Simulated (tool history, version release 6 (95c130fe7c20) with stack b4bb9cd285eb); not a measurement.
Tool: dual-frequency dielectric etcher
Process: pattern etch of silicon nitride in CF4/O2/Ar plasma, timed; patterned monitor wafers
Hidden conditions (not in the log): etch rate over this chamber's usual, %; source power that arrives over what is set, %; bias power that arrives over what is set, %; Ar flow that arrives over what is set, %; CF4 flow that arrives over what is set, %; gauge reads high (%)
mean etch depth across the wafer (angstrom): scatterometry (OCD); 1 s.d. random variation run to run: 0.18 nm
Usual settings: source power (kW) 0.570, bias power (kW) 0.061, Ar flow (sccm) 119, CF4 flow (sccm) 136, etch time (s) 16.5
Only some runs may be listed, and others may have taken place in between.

| run | day | source power (kW) | bias power (kW) | Ar flow (sccm) | CF4 flow (sccm) | etch time (s) | wafers since the last listed run | hours since the last wet clean | hours since the last source power generator calibration | hours since the last bias power generator calibration | hours since the last Ar flow controller change | hours since the last CF4 flow controller change | hours since the last upper electrode change | hours since the gauge calibration | read-back reference wafer on the same gauge, depth_nm | mean etch depth across the wafer (angstrom) |
|---|---|---|---|---|---|---|---|---|---|---|---|---|---|---|---|---|
| 1 | 0.000 | 0.670 | 0.061 | 119 | 163 | 15.0 | 0 | 402.4 | 4530.5 | 123.6 | 286.7 | 5013.6 | 2266.1 | 1498.8 | 32.41 | 422.1 |
|  | 0.417 | gauge calibrated |
| 2 | 1.946 | 0.650 | 0.061 | 119 | 106 | 12.5 | 493 | 449.1 | 4577.2 | 170.3 | 333.4 | 5060.3 | 2312.8 | 36.7 | 32.40 | 323.9 |
|  | 2.471 | source power generator calibrated |
|  | 3.700 | wet clean of the chamber |
| 3 | 3.721 | 0.570 | 0.061 | 119 | 136 | 20.5 | 154 | 0.5 | 30.0 | 212.9 | 376.0 | 5102.9 | 2355.4 | 79.3 | 32.40 | 472.5 |
|  | 5.346 | upper electrode replaced |
| 4 | 5.425 | 0.570 | 0.061 | 119 | 119 | 16.5 | 178 | 41.4 | 70.9 | 253.8 | 416.9 | 5143.8 | 1.9 | 120.2 | 32.36 | 371.0 |
|  | 6.008 | CF4 flow controller replaced |
| 5 | 6.888 | 0.570 | 0.061 | 119 | 136 | 16.5 | 307 | 76.5 | 106.0 | 288.9 | 452.0 | 21.1 | 37.0 | 155.3 | 32.40 | 379.0 |
| 6 | 9.621 | 0.440 | 0.051 | 119 | 136 | 16.5 | 692 | 142.1 | 171.6 | 354.5 | 517.6 | 86.7 | 102.6 | 220.9 | 32.39 | 297.6 |
| 7 | 10.633 | 0.570 | 0.061 | 105 | 121 | 16.5 | 256 | 166.4 | 195.9 | 378.8 | 541.9 | 111.0 | 126.9 | 245.2 | 32.39 | 380.5 |
| 8 | 11.829 | 0.570 | 0.050 | 119 | 136 | 13.5 | 303 | 195.1 | 224.6 | 407.5 | 570.6 | 139.7 | 155.6 | 273.9 | 32.40 | 300.0 |
| 9 | 14.196 | 0.570 | 0.061 | 119 | 136 | 16.5 | 599 | 251.9 | 281.4 | 464.3 | 627.4 | 196.5 | 212.4 | 330.7 | 32.37 | 384.9 |
| 10 | 15.912 | 0.570 | 0.061 | 94 | 136 | 16.5 | 435 | 293.1 | 322.6 | 505.5 | 668.6 | 237.7 | 253.6 | 371.9 | 32.39 | 400.1 |
| 11 | 18.117 | 0.530 | 0.061 | 119 | 136 | 16.5 | 558 | 346.0 | 375.5 | 558.4 | 721.5 | 290.6 | 306.5 | 424.8 | 32.38 | 369.6 |
| 12 | 20.929 | 0.570 | 0.061 | 105 | 113 | 12.0 | 712 | 413.5 | 443.0 | 625.9 | 789.0 | 358.1 | 374.0 | 492.3 | 32.40 | 281.5 |
| 13 | 23.208 | 0.570 | 0.061 | 119 | 136 | 16.5 | 577 | 468.2 | 497.7 | 680.6 | 843.7 | 412.8 | 428.7 | 547.0 | 32.41 | 397.3 |
|  | 25.200 | wet clean of the chamber |
| 14 | 25.592 | 0.570 | 0.061 | 119 | 136 | 16.5 | 350 | 9.4 | 554.9 | 737.8 | 900.9 | 470.0 | 485.9 | 604.2 | 32.42 | 381.0 |
| 15 | 27.154 | 0.570 | 0.061 | 110 | 136 | 16.5 | 396 | 46.9 | 592.4 | 775.3 | 938.4 | 507.5 | 523.4 | 641.7 | 32.40 | 386.8 |
| 16 | 33.567 | 0.570 | 0.061 | 107 | 136 | 16.5 | 1625 | 200.8 | 746.3 | 929.2 | 1092.3 | 661.4 | 677.3 | 795.6 | 32.40 | 399.8 |
| 17 | 36.025 | 0.570 | 0.061 | 119 | 136 | 16.5 | 623 | 259.8 | 805.3 | 988.2 | 1151.3 | 720.4 | 736.3 | 854.6 | 32.39 | 394.7 |
| 18 | 37.242 | 0.450 | 0.061 | 133 | 122 | 16.5 | 308 | 289.0 | 834.5 | 1017.4 | 1180.5 | 749.6 | 765.5 | 883.8 | 32.40 | 314.8 |
| 19 | 39.708 | 0.500 | 0.074 | 119 | 107 | 16.5 | 625 | 348.2 | 893.7 | 1076.6 | 1239.7 | 808.8 | 824.7 | 943.0 | 32.43 | 364.6 |
| 20 | 41.988 | 0.650 | 0.061 | 119 | 136 | 16.5 | 577 | 402.9 | 948.4 | 1131.3 | 1294.4 | 863.5 | 879.4 | 997.7 | 32.42 | 443.9 |
| 21 | 44.438 | 0.570 | 0.076 | 92 | 136 | 19.5 | 621 | 461.7 | 1007.2 | 1190.1 | 1353.2 | 922.3 | 938.2 | 1056.5 | 32.39 | 516.9 |
|  | 46.479 | wet clean of the chamber |
| 22 | 46.500 | 0.650 | 0.053 | 146 | 136 | 16.5 | 269 | 0.5 | 1056.7 | 1239.6 | 1402.7 | 971.8 | 987.7 | 1106.0 | 32.36 | 394.2 |

How would selected steps in mean etch depth across the wafer (angstrom) from run to run divide? Give the signed amount a tool lacking its hidden state would still show from settings, what came in and random variation, and the signed amount left for the hidden state, including any gauge scatter that is not in both of the compared results.
Run 2 -> 3: source power (kW) 0.650 -> 0.570, CF4 flow (sccm) 106 -> 136, etch time (s) 12.5 -> 20.5, source power generator calibrated, wet clean of the chamber. mean etch depth across the wafer (angstrom) +148.6: hidden state -20.2, all else +168.8.
Run 21 -> 22: source power (kW) 0.570 -> 0.650, bias power (kW) 0.076 -> 0.053, Ar flow (sccm) 92 -> 146, etch time (s) 19.5 -> 16.5, wet clean of the chamber. mean etch depth across the wafer (angstrom) -122.7: hidden state -32.6, all else -90.1.
